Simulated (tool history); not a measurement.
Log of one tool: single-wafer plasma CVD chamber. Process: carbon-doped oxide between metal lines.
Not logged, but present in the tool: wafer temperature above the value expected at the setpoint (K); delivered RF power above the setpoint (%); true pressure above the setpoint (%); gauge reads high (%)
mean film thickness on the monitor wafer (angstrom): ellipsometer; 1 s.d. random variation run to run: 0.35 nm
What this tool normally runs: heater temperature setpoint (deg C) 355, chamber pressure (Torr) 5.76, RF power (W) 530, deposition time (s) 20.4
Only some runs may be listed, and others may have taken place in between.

run,hour,heater temperature setpoint (deg C),chamber pressure (Torr),RF power (W),deposition time (s),wafers since the last listed run,hours since the last thermocouple change,hours since the last RF generator calibration,hours since the last manometer calibration,hours since the showerhead was replaced,hours since the gauge calibration,"read-back reference wafer on the same gauge, thickness_nm",mean film thickness on the monitor wafer (angstrom)
1,0.0,355,5.76,530,20.4,0,1220.5,1292.8,1747.0,4389.1,683.1,131.652,1148.64
# hour 39.9: gauge calibrated
2,54.5,355,5.76,530,20.4,2061,1275.0,1347.3,1801.5,4443.6,14.6,127.880,1110.27
3,106.8,355,5.76,530,20.4,1978,1327.3,1399.6,1853.8,4495.9,66.9,127.801,1113.43
4,188.3,355,5.76,530,20.4,3082,1408.8,1481.1,1935.3,4577.4,148.4,127.879,1113.47
5,282.3,355,5.76,485,20.4,3555,1502.8,1575.1,2029.3,4671.4,242.4,128.321,1049.25
# hour 338.3: showerhead replaced
6,361.1,355,5.76,485,20.4,2677,1581.6,1653.9,2108.1,22.8,321.2,128.700,1047.95
7,446.9,355,5.76,485,20.4,3245,1667.4,1739.7,2193.9,108.6,407.0,129.029,1049.80
# hour 486.0: thermocouple changed; heater temperature recalibrated
8,516.3,355,5.76,530,20.4,2322,30.3,1809.1,2263.3,178.0,476.4,129.362,1129.09
# hour 527.2: RF generator calibrated
9,607.1,349,4.81,460,16.9,3131,121.1,79.9,2354.1,268.8,567.2,130.303,836.07
# hour 645.7: capacitance manometer re-zeroed and calibrated
10,673.9,355,5.76,530,20.4,2223,187.9,146.7,28.2,335.6,634.0,130.692,1139.57
11,711.4,364,5.76,430,20.4,1418,225.4,184.2,65.7,373.1,671.5,131.019,937.15
12,786.5,355,5.76,530,20.4,2840,300.5,259.3,140.8,448.2,746.6,131.662,1151.18
# hour 787.7: gauge calibrated
13,890.7,355,5.76,490,20.4,3941,404.7,363.5,245.0,552.4,103.0,128.028,1053.48
14,927.7,355,5.76,485,20.4,1399,441.7,400.5,282.0,589.4,140.0,127.898,1039.36
15,1005.0,347,5.76,600,20.4,2923,519.0,477.8,359.3,666.7,217.3,128.121,1247.01
16,1074.1,355,5.22,530,20.4,2613,588.1,546.9,428.4,735.8,286.4,128.548,1105.93
17,1111.0,355,4.36,530,16.9,1395,625.0,583.8,465.3,772.7,323.3,128.567,900.94

Each row is a separate what-if for the run after 17, all from the same tool condition, not one after another. Results?
A,1111.4,344,5.76,530,20.4,15,625.4,584.2,465.7,773.1,323.7,?,?
B,1111.4,347,5.76,530,17.0,15,625.4,584.2,465.7,773.1,323.7,?,?
C,1111.4,355,4.53,605,17.8,15,625.4,584.2,465.7,773.1,323.7,?,?

run,"read-back reference wafer on the same gauge, thickness_nm",mean film thickness on the monitor wafer (angstrom)
A,128.525,1156.81
B,128.525,959.46
C,128.525,1046.76
Take away the tool's hidden state, keep each run's random variation, and the runs would have read:
run,mean film thickness on the monitor wafer (angstrom)
A,1151.60
B,955.14
C,1042.05
